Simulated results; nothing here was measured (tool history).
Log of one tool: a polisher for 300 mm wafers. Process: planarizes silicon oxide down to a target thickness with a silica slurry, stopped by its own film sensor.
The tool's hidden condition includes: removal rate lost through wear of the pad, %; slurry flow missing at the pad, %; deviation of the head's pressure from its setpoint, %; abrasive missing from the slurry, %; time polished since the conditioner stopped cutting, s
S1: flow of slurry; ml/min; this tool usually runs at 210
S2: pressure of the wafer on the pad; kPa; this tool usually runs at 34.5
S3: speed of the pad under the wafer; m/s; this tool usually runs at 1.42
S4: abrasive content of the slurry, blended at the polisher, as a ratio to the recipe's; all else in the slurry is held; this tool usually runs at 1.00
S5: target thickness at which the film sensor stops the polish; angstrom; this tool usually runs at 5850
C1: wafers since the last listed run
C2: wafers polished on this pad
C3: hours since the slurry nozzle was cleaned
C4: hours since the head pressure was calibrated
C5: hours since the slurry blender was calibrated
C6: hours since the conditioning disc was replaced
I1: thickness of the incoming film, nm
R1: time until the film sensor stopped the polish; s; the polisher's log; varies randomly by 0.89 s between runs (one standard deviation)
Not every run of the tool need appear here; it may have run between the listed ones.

run,day,S1,S2,S3,S4,S5,C1,C2,C3,C4,C5,C6,I1,R1
1,0.000,210,34.5,1.42,1.00,5850,0,568,208.2,357.5,126.6,447.0,1045.8,77.7
# day 0.192: head pressure recalibrated
# day 0.875: conditioning disc replaced and pad reconditioned
2,2.700,165,37.9,1.42,1.00,5850,526,1094,273.0,60.2,191.4,43.8,1053.5,79.1
# day 3.683: worn pad replaced by a new one
3,4.829,165,37.9,1.42,1.00,5850,407,237,324.1,111.3,242.5,94.9,1060.7,80.8
# day 6.162: slurry blender recalibrated
4,7.608,210,34.5,1.60,1.00,5850,559,797,390.8,178.0,34.7,161.6,1049.0,73.8
# day 9.008: slurry nozzle cleaned
5,9.504,210,34.5,1.60,1.00,5850,385,1182,11.9,223.5,80.2,207.1,1052.1,68.9
# day 11.050: worn pad replaced by a new one
6,11.196,210,34.5,1.42,1.00,7170,316,30,52.5,264.1,120.8,247.7,1048.2,55.6
7,12.292,210,34.5,1.42,1.00,7170,227,258,78.8,290.4,147.1,274.0,1065.7,58.1
8,14.846,210,34.5,1.42,1.00,7170,530,788,140.1,351.7,208.4,335.3,1045.0,55.4
# day 14.958: slurry blender recalibrated
# day 15.604: head pressure recalibrated
9,16.942,210,34.5,1.42,1.00,6860,400,1189,190.4,32.1,47.6,385.6,1059.7,62.2
# day 17.917: worn pad replaced by a new one
# day 19.179: conditioning disc replaced and pad reconditioned
10,23.729,275,34.5,1.78,1.15,7100,1357,1190,353.3,195.0,210.5,109.2,1054.0,45.1
# day 24.121: slurry blender recalibrated
# day 24.342: worn pad replaced by a new one
# day 25.425: slurry nozzle cleaned
11,26.167,210,34.5,1.42,1.00,5850,445,369,17.8,253.5,49.1,167.7,1063.9,80.7
12,27.275,210,34.5,1.42,1.00,5850,230,600,44.4,280.1,75.7,194.3,1044.8,76.4
13,30.033,255,34.5,1.78,0.75,5850,572,1172,110.6,346.3,141.9,260.5,1046.3,68.4
# day 31.288: head pressure recalibrated
# day 31.371: worn pad replaced by a new one
14,34.042,165,34.5,1.72,1.00,5850,797,554,206.8,66.1,238.1,356.7,1061.9,73.6
# day 34.925: slurry blender recalibrated
15,35.558,210,34.5,1.64,1.00,5850,297,852,243.2,102.5,15.2,393.1,1056.1,71.0

Forecast run 16:
16,37.408,165,34.5,1.10,1.25,5850,384,1236,287.6,146.9,59.6,437.5,1054.6,?

{"run 16": {"R1": 97.7}}
On a tool with no hidden condition, and with the same random variation, this run would have come out at R1 91.8 s.
